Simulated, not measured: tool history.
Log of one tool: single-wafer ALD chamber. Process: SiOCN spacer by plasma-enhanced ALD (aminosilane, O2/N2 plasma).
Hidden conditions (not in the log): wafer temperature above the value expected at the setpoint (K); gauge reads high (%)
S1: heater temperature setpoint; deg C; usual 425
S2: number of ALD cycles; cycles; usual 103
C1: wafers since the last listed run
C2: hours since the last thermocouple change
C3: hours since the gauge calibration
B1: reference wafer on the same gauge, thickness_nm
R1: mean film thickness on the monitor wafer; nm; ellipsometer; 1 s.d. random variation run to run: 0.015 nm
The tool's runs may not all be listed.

{"run": 1, "hour": 0.0, "S1": 432, "S2": 103, "C1": 0, "C2": 2189.3, "C3": 323.1, "B1": 6.517, "R1": 5.77}
{"run": 2, "hour": 24.3, "S1": 425, "S2": 108, "C1": 82, "C2": 2213.6, "C3": 347.4, "B1": 6.51, "R1": 6.18}
{"run": 3, "hour": 50.0, "S1": 425, "S2": 108, "C1": 86, "C2": 2239.3, "C3": 373.1, "B1": 6.511, "R1": 6.147}
{"run": 4, "hour": 66.0, "S1": 425, "S2": 108, "C1": 54, "C2": 2255.3, "C3": 389.1, "B1": 6.51, "R1": 6.16}
{"run": 5, "hour": 99.6, "S1": 419, "S2": 113, "C1": 113, "C2": 2288.9, "C3": 422.7, "B1": 6.505, "R1": 6.558}
{"run": 6, "hour": 114.6, "S1": 419, "S2": 113, "C1": 50, "C2": 2303.9, "C3": 437.7, "B1": 6.512, "R1": 6.569}
{"run": 7, "hour": 132.5, "S1": 425, "S2": 103, "C1": 60, "C2": 2321.8, "C3": 455.6, "B1": 6.513, "R1": 5.901}
{"run": 8, "hour": 148.3, "S1": 425, "S2": 103, "C1": 53, "C2": 2337.6, "C3": 471.4, "B1": 6.516, "R1": 5.864}
{"run": 9, "hour": 170.9, "S1": 425, "S2": 103, "C1": 76, "C2": 2360.2, "C3": 494.0, "B1": 6.512, "R1": 5.891}
{"run": 10, "hour": 241.4, "S1": 420, "S2": 103, "C1": 238, "C2": 2430.7, "C3": 564.5, "B1": 6.51, "R1": 5.968}
{"run": 11, "hour": 256.8, "S1": 420, "S2": 103, "C1": 52, "C2": 2446.1, "C3": 579.9, "B1": 6.506, "R1": 5.947}
{"run": 12, "hour": 289.2, "S1": 432, "S2": 115, "C1": 109, "C2": 2478.5, "C3": 612.3, "B1": 6.511, "R1": 6.402}
{"run": 13, "hour": 317.7, "S1": 425, "S2": 103, "C1": 96, "C2": 2507.0, "C3": 640.8, "B1": 6.508, "R1": 5.881}
{"hour": 344.8, "done": "thermocouple changed; heater temperature recalibrated"}
{"run": 14, "hour": 345.3, "S1": 425, "S2": 103, "C1": 66, "C2": 0.5, "C3": 668.4, "B1": 6.509, "R1": 5.884}
{"run": 15, "hour": 364.6, "S1": 425, "S2": 103, "C1": 65, "C2": 19.8, "C3": 687.7, "B1": 6.515, "R1": 5.898}
{"run": 16, "hour": 399.6, "S1": 425, "S2": 103, "C1": 118, "C2": 54.8, "C3": 722.7, "B1": 6.504, "R1": 5.887}
{"run": 17, "hour": 417.1, "S1": 425, "S2": 123, "C1": 59, "C2": 72.3, "C3": 740.2, "B1": 6.505, "R1": 7.02}
{"hour": 437.1, "done": "gauge calibrated"}
{"run": 18, "hour": 457.0, "S1": 419, "S2": 113, "C1": 134, "C2": 112.2, "C3": 19.9, "B1": 6.509, "R1": 6.559}
{"run": 19, "hour": 482.6, "S1": 425, "S2": 103, "C1": 86, "C2": 137.8, "C3": 45.5, "B1": 6.509, "R1": 5.888}
{"run": 20, "hour": 510.1, "S1": 417, "S2": 120, "C1": 92, "C2": 165.3, "C3": 73.0, "B1": 6.509, "R1": 7.016}
{"run": 21, "hour": 538.3, "S1": 438, "S2": 88, "C1": 95, "C2": 193.5, "C3": 101.2, "B1": 6.507, "R1": 4.844}
{"run": 22, "hour": 564.0, "S1": 425, "S2": 103, "C1": 86, "C2": 219.2, "C3": 126.9, "B1": 6.507, "R1": 5.887}
{"run": 23, "hour": 593.8, "S1": 438, "S2": 103, "C1": 100, "C2": 249.0, "C3": 156.7, "B1": 6.505, "R1": 5.682}
{"run": 24, "hour": 616.6, "S1": 419, "S2": 109, "C1": 77, "C2": 271.8, "C3": 179.5, "B1": 6.514, "R1": 6.343}
{"run": 25, "hour": 704.9, "S1": 425, "S2": 103, "C1": 298, "C2": 360.1, "C3": 267.8, "B1": 6.507, "R1": 5.85}
{"run": 26, "hour": 740.8, "S1": 414, "S2": 87, "C1": 121, "C2": 396.0, "C3": 303.7, "B1": 6.507, "R1": 5.127}
{"run": 27, "hour": 768.7, "S1": 420, "S2": 83, "C1": 94, "C2": 423.9, "C3": 331.6, "B1": 6.509, "R1": 4.837}
{"run": 28, "hour": 790.5, "S1": 439, "S2": 87, "C1": 73, "C2": 445.7, "C3": 353.4, "B1": 6.513, "R1": 4.749}

Branching from run 28: 3 alternative next runs. What would each branch give?
{"run": "A", "hour": 791.1, "S1": 417, "S2": 103, "C1": 2, "C2": 446.3, "C3": 354.0, "B1": "?", "R1": "?"}
{"run": "B", "hour": 791.1, "S1": 416, "S2": 86, "C1": 2, "C2": 446.3, "C3": 354.0, "B1": "?", "R1": "?"}
{"run": "C", "hour": 791.1, "S1": 415, "S2": 109, "C1": 2, "C2": 446.3, "C3": 354.0, "B1": "?", "R1": "?"}

run=A B1=6.511 R1=6.027
run=B B1=6.511 R1=5.047
run=C B1=6.511 R1=6.414
The same runs, with their run-to-run variation unchanged, on a tool lacking any hidden condition would have given:
run=A R1=6.027
run=B R1=5.047
run=C R1=6.414
